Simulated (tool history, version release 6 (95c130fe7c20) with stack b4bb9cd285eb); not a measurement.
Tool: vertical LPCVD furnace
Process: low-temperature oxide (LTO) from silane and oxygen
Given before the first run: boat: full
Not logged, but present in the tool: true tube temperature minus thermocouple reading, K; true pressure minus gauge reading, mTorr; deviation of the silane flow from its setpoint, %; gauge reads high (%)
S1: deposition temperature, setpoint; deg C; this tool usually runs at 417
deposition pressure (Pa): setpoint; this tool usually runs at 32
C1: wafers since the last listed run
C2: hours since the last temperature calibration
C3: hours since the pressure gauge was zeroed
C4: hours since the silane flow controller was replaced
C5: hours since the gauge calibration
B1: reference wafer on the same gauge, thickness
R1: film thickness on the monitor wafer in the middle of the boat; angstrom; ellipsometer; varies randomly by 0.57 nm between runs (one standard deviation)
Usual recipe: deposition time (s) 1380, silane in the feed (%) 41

run 1 hour=0 | S1=417 deposition_pressure_(Pa)=32 deposition_time_(s)=1380 silane_in_the_feed_(%)=41 | C1=0 C2=3505.2 C3=2309.5 C4=1654.6 C5=1005.3 | B1=288.82 | R1=2586.8
-- hour=42.6 gauge calibrated
run 2 hour=44.1 | S1=417 deposition_pressure_(Pa)=32 deposition_time_(s)=1380 silane_in_the_feed_(%)=41 | C1=634 C2=3549.3 C3=2353.6 C4=1698.7 C5=1.5 | B1=288.76 | R1=2591.2
run 3 hour=108.9 | S1=417 deposition_pressure_(Pa)=32 deposition_time_(s)=1380 silane_in_the_feed_(%)=41 | C1=932 C2=3614.1 C3=2418.4 C4=1763.5 C5=66.3 | B1=288.85 | R1=2589.8
run 4 hour=155.6 | S1=417 deposition_pressure_(Pa)=32 deposition_time_(s)=1380 silane_in_the_feed_(%)=41 | C1=672 C2=3660.8 C3=2465.1 C4=1810.2 C5=113 | B1=289.1 | R1=2591.9
run 5 hour=218.6 | S1=417 deposition_pressure_(Pa)=32 deposition_time_(s)=1380 silane_in_the_feed_(%)=46 | C1=906 C2=3723.8 C3=2528.1 C4=1873.2 C5=176 | B1=289.03 | R1=2905.2
run 6 hour=285.8 | S1=417 deposition_pressure_(Pa)=32 deposition_time_(s)=1380 silane_in_the_feed_(%)=41 | C1=967 C2=3791 C3=2595.3 C4=1940.4 C5=243.2 | B1=288.73 | R1=2587.8
run 7 hour=347.6 | S1=417 deposition_pressure_(Pa)=32 deposition_time_(s)=1380 silane_in_the_feed_(%)=41 | C1=889 C2=3852.8 C3=2657.1 C4=2002.2 C5=305 | B1=288.84 | R1=2586.3
run 8 hour=408.8 | S1=417 deposition_pressure_(Pa)=32 deposition_time_(s)=1380 silane_in_the_feed_(%)=44 | C1=881 C2=3914 C3=2718.3 C4=2063.4 C5=366.2 | B1=288.66 | R1=2800.6
run 9 hour=524 | S1=412 deposition_pressure_(Pa)=32 deposition_time_(s)=1380 silane_in_the_feed_(%)=41 | C1=1658 C2=4029.2 C3=2833.5 C4=2178.6 C5=481.4 | B1=289.2 | R1=2451.4
run 10 hour=558.7 | S1=412 deposition_pressure_(Pa)=32 deposition_time_(s)=1380 silane_in_the_feed_(%)=41 | C1=499 C2=4063.9 C3=2868.2 C4=2213.3 C5=516.1 | B1=289.03 | R1=2461.3
run 11 hour=587.3 | S1=412 deposition_pressure_(Pa)=32 deposition_time_(s)=1380 silane_in_the_feed_(%)=41 | C1=411 C2=4092.5 C3=2896.8 C4=2241.9 C5=544.7 | B1=288.99 | R1=2463.1
-- hour=645.8 silane flow controller replaced
-- hour=658.9 thermocouples replaced and temperature profile calibrated
run 12 hour=659.4 | S1=417 deposition_pressure_(Pa)=32 deposition_time_(s)=1380 silane_in_the_feed_(%)=41 | C1=504 C2=0.5 C3=2968.9 C4=13.6 C5=616.8 | B1=289.07 | R1=2582.2
run 13 hour=708.9 | S1=417 deposition_pressure_(Pa)=32 deposition_time_(s)=1380 silane_in_the_feed_(%)=41 | C1=712 C2=50 C3=3018.4 C4=63.1 C5=666.3 | B1=288.89 | R1=2581.6
run 14 hour=737.4 | S1=417 deposition_pressure_(Pa)=32 deposition_time_(s)=1380 silane_in_the_feed_(%)=41 | C1=410 C2=78.5 C3=3046.9 C4=91.6 C5=694.8 | B1=288.82 | R1=2581.8
run 15 hour=775.7 | S1=417 deposition_pressure_(Pa)=32 deposition_time_(s)=1380 silane_in_the_feed_(%)=41 | C1=551 C2=116.8 C3=3085.2 C4=129.9 C5=733.1 | B1=289.23 | R1=2574.4
run 16 hour=847.2 | S1=427 deposition_pressure_(Pa)=38.7 deposition_time_(s)=1890 silane_in_the_feed_(%)=47 | C1=1029 C2=188.3 C3=3156.7 C4=201.4 C5=804.6 | B1=289.19 | R1=5437.6
run 17 hour=889.5 | S1=417 deposition_pressure_(Pa)=32 deposition_time_(s)=1740 silane_in_the_feed_(%)=41 | C1=608 C2=230.6 C3=3199 C4=243.7 C5=846.9 | B1=288.88 | R1=3246.1
-- hour=960.6 gauge calibrated
run 18 hour=966.5 | S1=425 deposition_pressure_(Pa)=38.7 deposition_time_(s)=1380 silane_in_the_feed_(%)=49 | C1=1108 C2=307.6 C3=3276 C4=320.7 C5=5.9 | B1=288.85 | R1=4030.2
-- hour=1073.6 pressure gauge zeroed
run 19 hour=1154.3 | S1=406 deposition_pressure_(Pa)=34.7 deposition_time_(s)=840 silane_in_the_feed_(%)=45 | C1=2358 C2=495.4 C3=80.7 C4=508.5 C5=193.7 | B1=289.11 | R1=1758
run 20 hour=1191.3 | S1=425 deposition_pressure_(Pa)=39.3 deposition_time_(s)=1380 silane_in_the_feed_(%)=41 | C1=532 C2=532.4 C3=117.7 C4=545.5 C5=230.7 | B1=289.15 | R1=3601.3
run 21 hour=1260.5 | S1=412 deposition_pressure_(Pa)=32 deposition_time_(s)=1590 silane_in_the_feed_(%)=36 | C1=996 C2=601.6 C3=186.9 C4=614.7 C5=299.9 | B1=288.77 | R1=2520.3
run 22 hour=1368.5 | S1=425 deposition_pressure_(Pa)=32 deposition_time_(s)=1380 silane_in_the_feed_(%)=41 | C1=1554 C2=709.6 C3=294.9 C4=722.7 C5=407.9 | B1=288.91 | R1=2911.8
run 23 hour=1418.3 | S1=428 deposition_pressure_(Pa)=32 deposition_time_(s)=1380 silane_in_the_feed_(%)=36 | C1=716 C2=759.4 C3=344.7 C4=772.5 C5=457.7 | B1=288.95 | R1=2569.2
run 24 hour=1446.2 | S1=417 deposition_pressure_(Pa)=32 deposition_time_(s)=1380 silane_in_the_feed_(%)=41 | C1=401 C2=787.3 C3=372.6 C4=800.4 C5=485.6 | B1=289.09 | R1=2671.7
run 25 hour=1524.5 | S1=406 deposition_pressure_(Pa)=27.3 deposition_time_(s)=1380 silane_in_the_feed_(%)=43 | C1=1127 C2=865.6 C3=450.9 C4=878.7 C5=563.9 | B1=289.38 | R1=2135.1
run 26 hour=1575.6 | S1=417 deposition_pressure_(Pa)=32 deposition_time_(s)=1380 silane_in_the_feed_(%)=41 | C1=735 C2=916.7 C3=502 C4=929.8 C5=615 | B1=288.84 | R1=2664.1
run 27 hour=1629.4 | S1=417 deposition_pressure_(Pa)=32 deposition_time_(s)=1380 silane_in_the_feed_(%)=44 | C1=774 C2=970.5 C3=555.8 C4=983.6 C5=668.8 | B1=289 | R1=2865.7
run 28 hour=1797.1 | S1=409 deposition_pressure_(Pa)=32 deposition_time_(s)=1620 silane_in_the_feed_(%)=41 | C1=2414 C2=1138.2 C3=723.5 C4=1151.3 C5=836.5 | B1=288.73 | R1=2858.8
run 29 hour=1851 | S1=417 deposition_pressure_(Pa)=37.3 deposition_time_(s)=1200 silane_in_the_feed_(%)=41 | C1=775 C2=1192.1 C3=777.4 C4=1205.2 C5=890.4 | B1=289.07 | R1=2701.4

For each run, the measured value with the value that run would have given without the tool's hidden condition subtracted. The run-to-run variation is shared by both, the gauge scatter possibly not:
run=1 R1=-104.6
run=2 R1=-105.5
run=3 R1=-106.6
run=4 R1=-107.4
run=5 R1=-121.5
run=6 R1=-109.2
run=7 R1=-109.9
run=8 R1=-120
run=9 R1=-106.3
run=10 R1=-107.1
run=11 R1=-107.5
run=12 R1=-113.5
run=13 R1=-113.9
run=14 R1=-114.2
run=15 R1=-114.2
run=16 R1=-199.3
run=17 R1=-145.3
run=18 R1=-149
run=19 R1=+2.3
run=20 R1=-0.2
run=21 R1=-6.9
run=22 R1=-19.3
run=23 R1=-21.3
run=24 R1=-24.7
run=25 R1=-29.4
run=26 R1=-35.3
run=27 R1=-42.4
run=28 R1=-55
run=29 R1=-47.4

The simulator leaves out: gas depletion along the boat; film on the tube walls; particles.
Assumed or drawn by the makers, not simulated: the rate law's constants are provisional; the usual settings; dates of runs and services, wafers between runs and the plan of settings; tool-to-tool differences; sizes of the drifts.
